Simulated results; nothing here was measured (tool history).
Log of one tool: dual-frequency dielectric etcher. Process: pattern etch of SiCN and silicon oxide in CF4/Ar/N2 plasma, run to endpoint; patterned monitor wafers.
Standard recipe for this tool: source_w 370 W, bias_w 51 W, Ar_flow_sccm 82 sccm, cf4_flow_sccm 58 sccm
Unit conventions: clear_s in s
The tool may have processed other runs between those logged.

run	hour	source_w	bias_w	Ar_flow_sccm	cf4_flow_sccm	wafers since the last listed run	hours since the last wet clean	hours since the last source power generator calibration	hours since the last bias power generator calibration	hours since the last Ar flow controller change	hours since the last CF4 flow controller change	hours since the last upper electrode change	incoming incoming film thickness, nm	clear_s
1	0	370	57	82	58	0	134.5	3479.3	2751	1855.4	3890	2797	16.86	23.3
2	25.5	370	57	82	58	352	160	3504.8	2776.5	1880.9	3915.5	2822.5	16.75	23.1
3	40.9	370	57	82	58	213	175.4	3520.2	2791.9	1896.3	3930.9	2837.9	16.91	23.4
4	68.8	370	51	82	58	386	203.3	3548.1	2819.8	1924.2	3958.8	2865.8	16.76	23.7
5	95.6	370	51	82	58	370	230.1	3574.9	2846.6	1951	3985.6	2892.6	16.72	23.8
6	118.2	370	51	82	66	312	252.7	3597.5	2869.2	1973.6	4008.2	2915.2	16.81	23.3
# hour 137.3: source power generator calibrated
# hour 157.4: upper electrode replaced
7	157.9	370	51	82	68	215	292.4	20.6	2908.9	2013.3	4047.9	0.5	16.83	23.1
8	158.2	370	51	82	68	4	292.7	20.9	2909.2	2013.6	4048.2	0.8	16.84	23.2
9	185.1	370	51	82	68	372	319.6	47.8	2936.1	2040.5	4075.1	27.7	16.98	23.3
# hour 195.2: Ar flow controller replaced
# hour 227.8: wet clean of the chamber
10	228.3	370	51	82	58	182	0.5	91	2979.3	33.1	4118.3	70.9	16.91	24.4
11	236.6	370	59	82	64	114	8.8	99.3	2987.6	41.4	4126.6	79.2	16.83	23.1
12	252.7	370	51	71	58	222	24.9	115.4	3003.7	57.5	4142.7	95.3	16.8	23.6
13	267.8	370	51	87	52	209	40	130.5	3018.8	72.6	4157.8	110.4	16.8	24.8
14	289.1	440	51	96	58	294	61.3	151.8	3040.1	93.9	4179.1	131.7	16.8	22
15	323	370	51	82	58	469	95.2	185.7	3074	127.8	4213	165.6	16.87	24
16	345	370	51	82	58	304	117.2	207.7	3096	149.8	4235	187.6	16.72	23.9
# hour 361.9: CF4 flow controller replaced
17	362.4	370	41	100	58	157	134.6	225.1	3113.4	167.2	0.5	205	16.62	26.4
# hour 383: bias power generator calibrated
18	389.8	370	51	66	63	323	162	252.5	6.8	194.6	27.9	232.4	16.6	22.2
19	425.4	370	59	82	62	492	197.6	288.1	42.4	230.2	63.5	268	16.9	22.7
20	443.5	410	51	82	58	250	215.7	306.2	60.5	248.3	81.6	286.1	17.03	22.4
21	458.8	370	61	91	64	211	231	321.5	75.8	263.6	96.9	301.4	16.77	22.4
22	492.2	290	38	87	67	462	264.4	354.9	109.2	297	130.3	334.8	16.76	29.9
23	523.9	420	51	101	71	438	296.1	386.6	140.9	328.7	162	366.5	16.42	21.2
24	541.3	370	39	71	58	240	313.5	404	158.3	346.1	179.4	383.9	16.95	24.7
25	563	370	57	82	58	300	335.2	425.7	180	367.8	201.1	405.6	16.74	22.4

Consider 3 possible next runs. They are alternatives, not a sequence: every one starts from the tool as it was left by run 25. What does each give?
A	563.4	370	51	82	58	5	335.6	426.1	180.4	368.2	201.5	406	16.77	?
B	563.4	310	51	82	58	5	335.6	426.1	180.4	368.2	201.5	406	16.77	?
C	563.4	280	51	82	58	5	335.6	426.1	180.4	368.2	201.5	406	16.77	?

run	clear_s
A	23.3
B	26.2
C	28
The same runs, with their run-to-run variation unchanged, on a tool lacking any hidden condition would have given:
run	clear_s
A	24.5
B	27.7
C	29.6

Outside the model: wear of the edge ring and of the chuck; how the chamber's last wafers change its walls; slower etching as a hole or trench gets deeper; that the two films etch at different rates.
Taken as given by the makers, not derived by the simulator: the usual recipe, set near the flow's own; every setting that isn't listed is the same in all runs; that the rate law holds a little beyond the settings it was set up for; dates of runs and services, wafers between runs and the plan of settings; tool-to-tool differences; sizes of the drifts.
